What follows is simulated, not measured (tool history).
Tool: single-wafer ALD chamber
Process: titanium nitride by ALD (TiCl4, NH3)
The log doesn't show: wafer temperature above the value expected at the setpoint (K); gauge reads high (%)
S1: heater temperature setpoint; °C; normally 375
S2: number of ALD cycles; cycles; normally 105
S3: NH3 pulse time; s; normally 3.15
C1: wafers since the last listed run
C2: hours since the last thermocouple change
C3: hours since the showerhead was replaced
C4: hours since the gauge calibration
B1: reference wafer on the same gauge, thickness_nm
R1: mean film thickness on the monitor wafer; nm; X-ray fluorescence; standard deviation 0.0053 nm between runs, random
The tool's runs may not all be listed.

run,hour,S1,S2,S3,C1,C2,C3,C4,B1,R1
1,0.0,375,105,3.15,0,1470.2,1713.6,788.6,2.207,2.139
2,66.6,375,105,3.41,137,1536.8,1780.2,855.2,2.206,2.143
3,119.9,375,105,3.41,109,1590.1,1833.5,908.5,2.207,2.139
4,175.9,375,105,3.15,115,1646.1,1889.5,964.5,2.209,2.133
5,215.4,382,105,3.15,81,1685.6,1929.0,1004.0,2.208,2.138
6,281.6,382,105,3.15,136,1751.8,1995.2,1070.2,2.210,2.144
7,332.3,375,105,2.68,104,1802.5,2045.9,1120.9,2.212,2.115
8,392.8,375,105,2.68,124,1863.0,2106.4,1181.4,2.212,2.110
9,447.3,375,105,2.68,112,1917.5,2160.9,1235.9,2.212,2.110
10,492.7,366,94,3.15,93,1962.9,2206.3,1281.3,2.212,1.891
11,553.4,366,94,3.15,124,2023.6,2267.0,1342.0,2.215,1.895
12,608.6,375,105,3.15,113,2078.8,2322.2,1397.2,2.214,2.143
13,660.7,375,105,3.15,107,2130.9,2374.3,1449.3,2.216,2.143
14,703.7,375,105,3.15,88,2173.9,2417.3,1492.3,2.216,2.140
15,739.3,375,105,3.15,73,2209.5,2452.9,1527.9,2.217,2.137
16,770.4,375,105,3.15,64,2240.6,2484.0,1559.0,2.218,2.156
17,812.8,375,105,3.15,87,2283.0,2526.4,1601.4,2.218,2.144
# hour 822.9: gauge calibrated
18,871.5,375,105,3.15,120,2341.7,2585.1,48.6,2.189,2.119
# hour 883.2: thermocouple changed; heater temperature recalibrated
19,909.4,362,112,3.15,61,26.2,2623.0,86.5,2.189,2.214
20,967.0,375,105,3.15,118,83.8,2680.6,144.1,2.191,2.127
21,1031.9,375,117,3.15,133,148.7,2745.5,209.0,2.192,2.369
22,1174.6,361,105,4.27,293,291.4,2888.2,351.7,2.194,2.128
23,1230.6,375,105,4.28,115,347.4,2944.2,407.7,2.195,2.156
24,1290.1,368,115,2.83,122,406.9,3003.7,467.2,2.196,2.282
25,1356.6,362,113,3.92,136,473.4,3070.2,533.7,2.197,2.282
# hour 1397.9: showerhead replaced
26,1420.1,375,105,3.15,114,536.9,22.2,597.2,2.199,2.129
27,1475.1,381,118,2.25,113,591.9,77.2,652.2,2.200,2.348
28,1535.7,375,92,4.30,124,652.5,137.8,712.8,2.200,1.899
29,1595.1,375,94,3.15,122,711.9,197.2,772.2,2.201,1.898
30,1648.8,375,105,3.15,110,765.6,250.9,825.9,2.202,2.129
31,1688.6,388,105,3.15,81,805.4,290.7,865.7,2.204,2.159
32,1838.0,380,121,2.10,307,954.8,440.1,1015.1,2.206,2.382
33,1876.2,363,124,4.19,78,993.0,478.3,1053.3,2.207,2.527
34,1934.1,375,99,2.36,119,1050.9,536.2,1111.2,2.206,1.969

Table of differences, measured result less the result of that run with no hidden state. Run-to-run variation is the same in both. Gauge scatter possibly is not:
run,R1
1,+0.015
2,+0.015
3,+0.016
4,+0.018
5,+0.018
6,+0.019
7,+0.019
8,+0.021
9,+0.021
10,+0.019
11,+0.021
12,+0.024
13,+0.025
14,+0.026
15,+0.026
16,+0.028
17,+0.028
18,-0.001
19,+0.000
20,+0.001
21,+0.002
22,+0.004
23,+0.005
24,+0.006
25,+0.008
26,+0.008
27,+0.010
28,+0.009
29,+0.010
30,+0.012
31,+0.013
32,+0.017
33,+0.018
34,+0.015
